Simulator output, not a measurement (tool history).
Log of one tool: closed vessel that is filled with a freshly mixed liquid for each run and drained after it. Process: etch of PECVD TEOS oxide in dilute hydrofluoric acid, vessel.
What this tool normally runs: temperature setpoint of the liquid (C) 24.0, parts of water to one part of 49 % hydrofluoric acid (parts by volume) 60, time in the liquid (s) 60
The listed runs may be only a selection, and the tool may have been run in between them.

run   hour  temperature setpoint of the liquid (C)  parts of water to one part of 49 % hydrofluoric acid (parts by volume)  time in the liquid (s)  read-back film thickness of the PECVD TEOS oxide reference wafer, read on the same gauge (nm)  thickness taken off the PECVD TEOS oxide on a monitor wafer (nm)
  1    0.0                                    24.0                                                                      60                      60                                                                                          80.03                                                             13.09
  2   24.7                                    24.0                                                                      60                      60                                                                                          80.02                                                             13.06
  3   41.1                                    24.0                                                                      60                      60                                                                                          80.02                                                             13.21
  4   68.6                                    24.0                                                                      60                      45                                                                                          79.98                                                              9.84
  5   98.9                                    24.0                                                                      60                      45                                                                                          80.00                                                              9.85
     117.4  -- thermometer replaced
  6  119.9                                    23.0                                                                      60                      85                                                                                          80.02                                                             17.75
  7  151.6                                    23.0                                                                      60                      85                                                                                          79.95                                                             17.82
  8  176.4                                    24.0                                                                      60                      60                                                                                          80.00                                                             13.21

The next listed run, before its measurement:
  9  204.2                                    21.5                                                                      60                      40                                                                                              ?                                                                 ?

read-back film thickness of the PECVD TEOS oxide reference wafer, read on the same gauge (nm): 80.00
thickness taken off the PECVD TEOS oxide on a monitor wafer (nm): 7.92
Had the tool carried no hidden state, the very same run would have given thickness taken off the PECVD TEOS oxide on a monitor wafer (nm) 7.24.
